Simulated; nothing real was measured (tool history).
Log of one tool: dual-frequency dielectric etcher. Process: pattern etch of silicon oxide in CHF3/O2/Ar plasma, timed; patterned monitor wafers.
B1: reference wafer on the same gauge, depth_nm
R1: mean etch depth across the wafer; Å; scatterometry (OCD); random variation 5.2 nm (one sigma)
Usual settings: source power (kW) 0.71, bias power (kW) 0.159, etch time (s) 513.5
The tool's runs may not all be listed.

run 1 hour=0 | source_power_(kW)=0.71 bias_power_(kW)=0.159 etch_time_(s)=513.5 | B1=900.3 | R1=9755
-- hour=11.1 source power generator calibrated
run 2 hour=36.8 | source_power_(kW)=0.71 bias_power_(kW)=0.159 etch_time_(s)=513.5 | B1=900.7 | R1=9652
-- hour=82 wet clean of the chamber
run 3 hour=82.5 | source_power_(kW)=0.71 bias_power_(kW)=0.159 etch_time_(s)=513.5 | B1=899.7 | R1=10316
run 4 hour=104.2 | source_power_(kW)=0.71 bias_power_(kW)=0.159 etch_time_(s)=513.5 | B1=899.8 | R1=10219
run 5 hour=158.9 | source_power_(kW)=0.71 bias_power_(kW)=0.159 etch_time_(s)=513.5 | B1=899.6 | R1=10107
run 6 hour=209.3 | source_power_(kW)=0.71 bias_power_(kW)=0.159 etch_time_(s)=513.5 | B1=900.5 | R1=9989
run 7 hour=233.4 | source_power_(kW)=0.71 bias_power_(kW)=0.159 etch_time_(s)=513.5 | B1=900.3 | R1=10030
run 8 hour=275.2 | source_power_(kW)=0.78 bias_power_(kW)=0.128 etch_time_(s)=407 | B1=900.4 | R1=7582
run 9 hour=310 | source_power_(kW)=0.71 bias_power_(kW)=0.159 etch_time_(s)=513.5 | B1=900 | R1=9898
run 10 hour=349.7 | source_power_(kW)=0.57 bias_power_(kW)=0.123 etch_time_(s)=413.5 | B1=899.9 | R1=6748
run 11 hour=381.2 | source_power_(kW)=0.84 bias_power_(kW)=0.13 etch_time_(s)=589.5 | B1=900.8 | R1=11373
run 12 hour=408.2 | source_power_(kW)=0.71 bias_power_(kW)=0.143 etch_time_(s)=513.5 | B1=899.8 | R1=9577
-- hour=492.5 bias power generator calibrated
-- hour=606.2 wet clean of the chamber
run 13 hour=608.5 | source_power_(kW)=0.71 bias_power_(kW)=0.159 etch_time_(s)=513.5 | B1=899.2 | R1=10185
run 14 hour=673 | source_power_(kW)=0.71 bias_power_(kW)=0.121 etch_time_(s)=649.5 | B1=899.8 | R1=11783
run 15 hour=743.3 | source_power_(kW)=0.71 bias_power_(kW)=0.159 etch_time_(s)=513.5 | B1=900.3 | R1=10098
run 16 hour=780.6 | source_power_(kW)=0.71 bias_power_(kW)=0.159 etch_time_(s)=513.5 | B1=899.6 | R1=10061
run 17 hour=816.8 | source_power_(kW)=0.71 bias_power_(kW)=0.159 etch_time_(s)=513.5 | B1=899.7 | R1=9965
run 18 hour=884.3 | source_power_(kW)=0.71 bias_power_(kW)=0.159 etch_time_(s)=513.5 | B1=900.7 | R1=9900
run 19 hour=933 | source_power_(kW)=0.61 bias_power_(kW)=0.159 etch_time_(s)=513.5 | B1=900.5 | R1=9338
run 20 hour=960.4 | source_power_(kW)=0.58 bias_power_(kW)=0.159 etch_time_(s)=513.5 | B1=900.1 | R1=9091
-- hour=977.9 gauge calibrated
run 21 hour=1007.8 | source_power_(kW)=0.77 bias_power_(kW)=0.159 etch_time_(s)=513.5 | B1=900.1 | R1=10051
run 22 hour=1044 | source_power_(kW)=0.71 bias_power_(kW)=0.196 etch_time_(s)=587 | B1=899.2 | R1=11973
-- hour=1092.5 upper electrode replaced
run 23 hour=1093 | source_power_(kW)=0.71 bias_power_(kW)=0.193 etch_time_(s)=396.5 | B1=900.6 | R1=7963
-- hour=1135.6 wet clean of the chamber
run 24 hour=1136.1 | source_power_(kW)=0.63 bias_power_(kW)=0.182 etch_time_(s)=513.5 | B1=899.8 | R1=10298
run 25 hour=1276 | source_power_(kW)=0.71 bias_power_(kW)=0.178 etch_time_(s)=513.5 | B1=899.6 | R1=10374
run 26 hour=1342.3 | source_power_(kW)=0.71 bias_power_(kW)=0.159 etch_time_(s)=513.5 | B1=900 | R1=9823
run 27 hour=1512 | source_power_(kW)=0.71 bias_power_(kW)=0.179 etch_time_(s)=659.5 | B1=899.3 | R1=12907
run 28 hour=1577.2 | source_power_(kW)=0.79 bias_power_(kW)=0.159 etch_time_(s)=647 | B1=899.3 | R1=12509
-- hour=1646.5 wet clean of the chamber
run 29 hour=1647 | source_power_(kW)=0.71 bias_power_(kW)=0.159 etch_time_(s)=513.5 | B1=900.5 | R1=10263

The tool's hidden state at each run:
source power that arrives over what is set, %: 0 in every run
bias power that arrives over what is set, %: 0 in every run
gauge reads high (%): 0 in every run
H1: etch rate over this chamber's usual, %
run=1 H1=-4.51
run=2 H1=-4.89
run=3 H1=0.279
run=4 H1=0.0519
run=5 H1=-0.52
run=6 H1=-1.05
run=7 H1=-1.3
run=8 H1=-1.74
run=9 H1=-2.1
run=10 H1=-2.52
run=11 H1=-2.85
run=12 H1=-3.13
run=13 H1=0.381
run=14 H1=-0.293
run=15 H1=-1.03
run=16 H1=-1.42
run=17 H1=-1.8
run=18 H1=-2.5
run=19 H1=-3.01
run=20 H1=-3.3
run=21 H1=-3.79
run=22 H1=-4.17
run=23 H1=-4.69
run=24 H1=-0.875
run=25 H1=-2.34
run=26 H1=-3.03
run=27 H1=-4.81
run=28 H1=-5.49
run=29 H1=0.551

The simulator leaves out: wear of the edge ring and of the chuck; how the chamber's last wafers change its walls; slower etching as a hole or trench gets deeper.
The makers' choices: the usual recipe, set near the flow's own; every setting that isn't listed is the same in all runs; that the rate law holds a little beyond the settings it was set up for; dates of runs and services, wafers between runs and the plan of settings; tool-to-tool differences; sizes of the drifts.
